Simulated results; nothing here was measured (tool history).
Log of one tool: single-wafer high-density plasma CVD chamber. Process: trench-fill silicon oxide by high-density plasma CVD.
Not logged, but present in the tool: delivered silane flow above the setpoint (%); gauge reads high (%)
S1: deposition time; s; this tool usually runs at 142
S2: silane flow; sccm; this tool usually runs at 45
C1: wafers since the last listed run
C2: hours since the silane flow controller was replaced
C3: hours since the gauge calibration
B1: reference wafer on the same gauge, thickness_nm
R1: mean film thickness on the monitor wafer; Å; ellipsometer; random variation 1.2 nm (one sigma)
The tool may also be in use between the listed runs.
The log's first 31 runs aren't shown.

{"run": 32, "hour": 389.4, "S1": 123, "S2": 45, "C1": 91, "C2": 155.1, "C3": 155.4, "B1": 723.914, "R1": 5448.08}
{"run": 33, "hour": 404.2, "S1": 123, "S2": 50, "C1": 118, "C2": 169.9, "C3": 170.2, "B1": 724.02, "R1": 5991.38}
{"run": 34, "hour": 420.7, "S1": 142, "S2": 49, "C1": 132, "C2": 186.4, "C3": 186.7, "B1": 724.127, "R1": 6781.05}
{"run": 35, "hour": 437.7, "S1": 154, "S2": 40, "C1": 136, "C2": 203.4, "C3": 203.7, "B1": 723.954, "R1": 6140.21}
{"run": 36, "hour": 470.2, "S1": 130, "S2": 52, "C1": 260, "C2": 235.9, "C3": 236.2, "B1": 724.118, "R1": 6578.49}
{"run": 37, "hour": 486.4, "S1": 142, "S2": 45, "C1": 129, "C2": 252.1, "C3": 252.4, "B1": 723.865, "R1": 6309.24}
{"run": 38, "hour": 500.1, "S1": 168, "S2": 40, "C1": 109, "C2": 265.8, "C3": 266.1, "B1": 724.073, "R1": 6692.65}
{"run": 39, "hour": 512.4, "S1": 116, "S2": 45, "C1": 98, "C2": 278.1, "C3": 278.4, "B1": 723.779, "R1": 5146.13}
{"hour": 519.2, "done": "gauge calibrated"}
{"run": 40, "hour": 526.0, "S1": 151, "S2": 51, "C1": 109, "C2": 291.7, "C3": 6.8, "B1": 723.808, "R1": 7538.4}
{"run": 41, "hour": 543.0, "S1": 142, "S2": 45, "C1": 136, "C2": 308.7, "C3": 23.8, "B1": 724.261, "R1": 6337.1}
{"run": 42, "hour": 550.8, "S1": 142, "S2": 45, "C1": 62, "C2": 316.5, "C3": 31.6, "B1": 723.889, "R1": 6322.97}
{"run": 43, "hour": 568.6, "S1": 164, "S2": 42, "C1": 142, "C2": 334.3, "C3": 49.4, "B1": 724.261, "R1": 6858.15}
{"run": 44, "hour": 584.0, "S1": 167, "S2": 45, "C1": 123, "C2": 349.7, "C3": 64.8, "B1": 724.149, "R1": 7432.97}

Each row is a separate what-if for the run after 44, all from the same tool condition, not one after another. Results?
{"run": "A", "hour": 584.4, "S1": 142, "S2": 45, "C1": 3, "C2": 350.1, "C3": 65.2, "B1": "?", "R1": "?"}
{"run": "B", "hour": 584.4, "S1": 167, "S2": 41, "C1": 3, "C2": 350.1, "C3": 65.2, "B1": "?", "R1": "?"}
{"run": "C", "hour": 584.4, "S1": 168, "S2": 53, "C1": 3, "C2": 350.1, "C3": 65.2, "B1": "?", "R1": "?"}
{"run": "D", "hour": 584.4, "S1": 115, "S2": 45, "C1": 3, "C2": 350.1, "C3": 65.2, "B1": "?", "R1": "?"}
{"run": "E", "hour": 584.4, "S1": 130, "S2": 39, "C1": 3, "C2": 350.1, "C3": 65.2, "B1": "?", "R1": "?"}

run=A B1=723.989 R1=6330.22
run=B B1=723.989 R1=6849.53
run=C B1=723.989 R1=8686.74
run=D B1=723.989 R1=5126.59
run=E B1=723.989 R1=5100.32
With the hidden condition removed and each run's random variation left untouched, the same runs would have given:
run=A R1=6280.51
run=B R1=6795.74
run=C R1=8618.52
run=D R1=5086.33
run=E R1=5060.26
